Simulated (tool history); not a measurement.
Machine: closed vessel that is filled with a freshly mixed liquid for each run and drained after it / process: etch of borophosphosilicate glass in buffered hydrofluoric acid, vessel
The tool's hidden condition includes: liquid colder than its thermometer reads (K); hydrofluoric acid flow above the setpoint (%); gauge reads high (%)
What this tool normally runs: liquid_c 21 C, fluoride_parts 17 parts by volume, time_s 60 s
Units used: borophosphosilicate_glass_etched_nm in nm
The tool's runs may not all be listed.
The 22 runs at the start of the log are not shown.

run     day  liquid_c  fluoride_parts  time_s  wafers since the last listed run  hours since the thermometer was replaced  hours since the hydrofluoric acid flow meter was replaced  hours since the gauge calibration  read-back film thickness of the borophosphosilicate glass reference wafer, read on the same gauge (nm)  borophosphosilicate_glass_etched_nm
     23.883  -- hydrofluoric acid flow meter replaced
 23  24.096        18            20.5      35                              2387                                       241                                                        5.1                              399.3                                                                                                   78.19                                26.41
 24  25.158        19              22      35                              2166                                     266.5                                                       30.6                              424.8                                                                                                   78.14                                26.32
 25  26.454        24            10.5      85                              2642                                     297.6                                                       61.7                              455.9                                                                                                   78.07                               170.29
 26  27.388        17              17      60                              1903                                       320                                                       84.1                              478.3                                                                                                   78.04                                 51.2
 27  28.117        19              11      75                              1486                                     337.5                                                      101.6                              495.8                                                                                                   77.95                               110.44
 28  31.212        26            12.5      85                              6312                                     411.8                                                      175.9                              570.1                                                                                                   77.82                               160.21
 29  32.412      18.5            22.5      35                              2446                                     440.6                                                      204.7                              598.9                                                                                                   77.79                                25.25
 30  33.392        23              17      50                              1996                                     464.1                                                      228.2                              622.4                                                                                                   77.76                                59.79

Below are 5 alternative next runs, each starting from the tool's condition after run 30. Predict each:
  A  33.421        21              17      60                                59                                     464.8                                                      228.9                              623.1                                                                                                       ?                                    ?
  B  33.421        21            19.5      70                                59                                     464.8                                                      228.9                              623.1                                                                                                       ?                                    ?
  C  33.421        21              11      60                                59                                     464.8                                                      228.9                              623.1                                                                                                       ?                                    ?
  D  33.421      18.5              17      60                                59                                     464.8                                                      228.9                              623.1                                                                                                       ?                                    ?
  E  33.421      19.5              22      45                                59                                     464.8                                                      228.9                              623.1                                                                                                       ?                                    ?

run  read-back film thickness of the borophosphosilicate glass reference wafer, read on the same gauge (nm)  borophosphosilicate_glass_etched_nm
  A                                                                                                   77.77                                63.88
  B                                                                                                   77.77                                65.05
  C                                                                                                   77.77                                98.14
  D                                                                                                   77.77                                55.59
  E                                                                                                   77.77                                35.13
Without the tool's unlogged condition, the same runs would have read:
run  borophosphosilicate_glass_etched_nm
  A                                65.71
  B                                66.92
  C                               100.97
  D                                57.19
  E                                36.14
